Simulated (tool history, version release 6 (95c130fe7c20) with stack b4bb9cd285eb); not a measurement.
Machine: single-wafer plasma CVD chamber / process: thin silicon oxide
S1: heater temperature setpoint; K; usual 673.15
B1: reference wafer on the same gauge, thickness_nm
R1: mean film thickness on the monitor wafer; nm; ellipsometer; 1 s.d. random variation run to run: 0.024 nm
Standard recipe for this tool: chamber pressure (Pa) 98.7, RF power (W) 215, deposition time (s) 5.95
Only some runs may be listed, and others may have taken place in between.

Run 1, day 0: usual settings but deposition time (s) 5.57; B1 7.25. Result: R1 7.563 nm.
Run 2, day 3.496: usual settings but deposition time (s) 5.57; B1 7.243. Result: R1 7.519 nm.
Run 3, day 5.808: usual settings but chamber pressure (Pa) 108.7; B1 7.244. Result: R1 8.743 nm.
Run 4, day 7.658: usual settings but chamber pressure (Pa) 108.7; B1 7.25. Result: R1 8.751 nm.
Run 5, day 10.217: usual settings; B1 7.249. Result: R1 8.005 nm.
Run 6, day 11.233: usual settings; B1 7.234. Result: R1 8.045 nm.
Run 7, day 13.921: usual settings; B1 7.247. Result: R1 8.026 nm.
Run 8, day 15.242: usual settings but deposition time (s) 5.42; B1 7.26. Result: R1 7.278 nm.
Run 9, day 17.117: usual settings but deposition time (s) 5.42; B1 7.253. Result: R1 7.252 nm.
At day 18.271: capacitance manometer re-zeroed and calibrated.
Run 10, day 18.292: usual settings but RF power (W) 205; B1 7.243. Result: R1 7.81 nm.
At day 20.333: RF generator calibrated.
Run 11, day 20.521: usual settings but RF power (W) 205; B1 7.249. Result: R1 7.795 nm.
Run 12, day 22.821: usual settings but RF power (W) 205; B1 7.24. Result: R1 7.808 nm.
Run 13, day 25.542: usual settings; B1 7.244. Result: R1 8.105 nm.
Run 14, day 28.483: usual settings but chamber pressure (Pa) 116.3; B1 7.264. Result: R1 9.36 nm.
At day 29.942: gauge calibrated.
Run 15, day 31.038: usual settings but chamber pressure (Pa) 80.7; B1 7.25. Result: R1 6.661 nm.
Run 16, day 33.008: usual settings but S1 665.15 K, chamber pressure (Pa) 121.7, RF power (W) 200, deposition time (s) 5.41; B1 7.249. Result: R1 8.272 nm.
Run 17, day 34.746: usual settings but S1 683.15 K; B1 7.253. Result: R1 8.021 nm.
Run 18, day 36.504: usual settings but S1 665.15 K, chamber pressure (Pa) 121.7, RF power (W) 200, deposition time (s) 5.41; B1 7.251. Result: R1 8.286 nm.
Run 19, day 39.438: usual settings but chamber pressure (Pa) 82.5, RF power (W) 195, deposition time (s) 5.48; B1 7.259. Result: R1 5.762 nm.
At day 41.458: showerhead replaced.
Run 20, day 41.846: usual settings but RF power (W) 225; B1 7.262. Result: R1 8.318 nm.
At day 42.442: thermocouple changed; heater temperature recalibrated.
Run 21, day 44.704: usual settings; B1 7.253. Result: R1 8.058 nm.
Run 22, day 47.546: usual settings but S1 661.15 K, chamber pressure (Pa) 91.1; B1 7.238. Result: R1 7.517 nm.
Run 23, day 49.583: usual settings but RF power (W) 255; B1 7.256. Result: R1 9.092 nm.
Run 24, day 51.558: usual settings but chamber pressure (Pa) 111.7, deposition time (s) 6.29; B1 7.242. Result: R1 9.437 nm.
Run 25, day 54.038: usual settings but RF power (W) 180; B1 7.253. Result: R1 6.761 nm.
Run 26, day 55.454: usual settings but RF power (W) 195, deposition time (s) 7.06; B1 7.26. Result: R1 8.66 nm.
Run 27, day 57.933: usual settings but chamber pressure (Pa) 79.7, RF power (W) 180; B1 7.253. Result: R1 5.509 nm.
At day 58.579: capacitance manometer re-zeroed and calibrated.
Run 28, day 59.938: usual settings but S1 663.15 K, chamber pressure (Pa) 112, RF power (W) 245, deposition time (s) 6.36; B1 7.248. Result: R1 10.742 nm.

Here are 5 independent what-if runs from the current tool condition. What would each one return?
Run A, day 59.954: usual settings but S1 663.15 K; B1 ?. Result: R1 ?.
Run B, day 59.954: usual settings but S1 680.15 K, chamber pressure (Pa) 118.8, RF power (W) 245, deposition time (s) 5.34; B1 ?. Result: R1 ?.
Run C, day 59.954: usual settings but RF power (W) 195; B1 ?. Result: R1 ?.
Run D, day 59.954: usual settings but chamber pressure (Pa) 79.2, RF power (W) 205, deposition time (s) 6.83; B1 ?. Result: R1 ?.
Run E, day 59.954: usual settings but RF power (W) 230; B1 ?. Result: R1 ?.

run     B1     R1
  A  7.251  8.194
  B  7.251  9.395
  C  7.251  7.475
  D  7.251  7.275
  E  7.251  8.584
With no hidden state in the tool, these same runs would have given:
run     R1
  A  8.196
  B  9.397
  C  7.477
  D  7.277
  E  8.586
